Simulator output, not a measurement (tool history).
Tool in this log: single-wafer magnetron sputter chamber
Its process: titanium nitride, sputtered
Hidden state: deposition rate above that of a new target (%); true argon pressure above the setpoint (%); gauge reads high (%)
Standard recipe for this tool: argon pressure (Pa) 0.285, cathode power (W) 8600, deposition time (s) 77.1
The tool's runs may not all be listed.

run,hour,argon pressure (Pa),cathode power (W),deposition time (s),wafers since the last listed run,wafers on the sputter target,hours since the last manometer calibration,hours since the magnet pack was replaced,hours since the gauge calibration,"read-back reference wafer on the same gauge, thickness_nm",mean film thickness on the monitor wafer (Å)
1,0.0,0.225,9150,77.1,0,2994,989.6,5437.4,15.4,101.948,1284.74
2,53.5,0.212,8600,68.3,688,3683,1043.1,5490.9,68.9,102.027,1100.83
3,114.2,0.212,8600,68.3,781,4465,1103.8,5551.6,129.6,102.063,1082.26
4,155.8,0.285,8600,77.1,535,5000,1145.4,5593.2,171.2,101.937,1163.11
# hour 196.4: sputter target and shields replaced
5,196.9,0.285,8600,77.1,426,6,1186.5,5634.3,212.3,102.108,1248.95
6,227.0,0.205,8600,77.1,387,394,1216.6,5664.4,242.4,102.042,1272.23
7,297.4,0.205,8600,77.1,906,1301,1287.0,5734.8,312.8,101.973,1274.52
8,336.4,0.205,8600,77.1,502,1803,1326.0,5773.8,351.8,101.965,1252.64
# hour 383.9: magnet pack replaced
9,384.4,0.285,9650,77.1,515,2318,1374.0,0.5,399.8,101.938,1309.89
10,420.2,0.285,9650,77.1,460,2779,1409.8,36.3,435.6,102.039,1292.80
11,468.6,0.285,9650,77.1,623,3402,1458.2,84.7,484.0,102.026,1287.89
12,494.4,0.285,8600,70.9,332,3734,1484.0,110.5,509.8,102.004,1106.16
13,565.3,0.285,8600,86.3,912,4647,1554.9,181.4,580.7,101.958,1321.84
14,613.7,0.398,9300,82.6,623,5271,1603.3,229.8,629.1,101.875,1248.24
15,664.3,0.346,8600,77.1,651,5922,1653.9,280.4,679.7,102.039,1123.86
# hour 695.7: sputter target and shields replaced
16,732.7,0.285,9700,72.9,777,475,1722.3,348.8,748.1,101.991,1251.86
17,802.2,0.285,8600,91.7,894,1370,1791.8,418.3,817.6,101.975,1441.68
# hour 847.2: capacitance manometer re-zeroed and calibrated
18,866.8,0.339,7300,88.9,728,2099,19.6,482.9,882.2,102.008,1212.21
19,1058.3,0.285,7950,77.1,2465,4565,211.1,674.4,1073.7,102.146,1106.06
20,1087.8,0.285,8600,77.1,379,4945,240.6,703.9,1103.2,102.100,1156.82
# hour 1164.0: sputter target and shields replaced
21,1164.5,0.370,7300,77.1,884,6,317.3,780.6,1179.9,102.028,1059.63
22,1217.7,0.285,8600,77.1,685,691,370.5,833.8,1233.1,102.081,1226.93
23,1261.4,0.373,9200,72.2,562,1254,414.2,877.5,1276.8,102.142,1145.53
# hour 1274.3: gauge calibrated
24,1327.9,0.285,8600,77.1,856,2110,480.7,944.0,53.6,102.027,1207.51
25,1373.8,0.207,9850,71.3,591,2701,526.6,989.9,99.5,101.925,1270.71
26,1398.9,0.374,8600,77.1,323,3024,551.7,1015.0,124.6,102.014,1141.02
27,1446.9,0.256,8600,77.1,618,3643,599.7,1063.0,172.6,101.958,1198.74
28,1471.3,0.285,8600,77.1,314,3957,624.1,1087.4,197.0,102.113,1177.73
29,1503.1,0.285,7050,77.1,409,4366,655.9,1119.2,228.8,101.983,1025.39
30,1540.5,0.357,8600,87.8,481,4848,693.3,1156.6,266.2,101.888,1287.74
# hour 1564.2: sputter target and shields replaced
31,1571.4,0.211,7250,67.4,294,93,724.2,1187.5,297.1,102.077,1000.15
32,1620.4,0.183,8600,70.2,630,724,773.2,1236.5,346.1,101.974,1170.66
33,1693.9,0.285,8600,62.3,946,1670,846.7,1310.0,419.6,102.105,986.25
34,1756.0,0.285,8600,77.1,799,2470,908.8,1372.1,481.7,102.027,1198.67
35,1811.0,0.285,8600,77.1,708,3178,963.8,1427.1,536.7,101.956,1197.37

Below, each run's measurement less what the same run would have read without the hidden state. Both values contain the same run-to-run variation, but the gauge's scatter may not be the same in both:
run,mean film thickness on the monitor wafer (Å)
1,-48.35
2,-50.02
3,-58.91
4,-70.59
5,-1.24
6,-6.45
7,-18.76
8,-25.25
9,-35.26
10,-41.39
11,-50.22
12,-47.29
13,-70.35
14,-75.51
15,-76.64
16,-19.00
17,-35.90
18,-41.35
19,-69.02
20,-77.39
21,-6.51
22,-16.49
23,-22.35
24,-34.88
25,-45.06
26,-44.61
27,-55.27
28,-58.55
29,-55.83
30,-77.35
31,-4.49
32,-13.09
33,-21.09
34,-36.17
35,-45.60
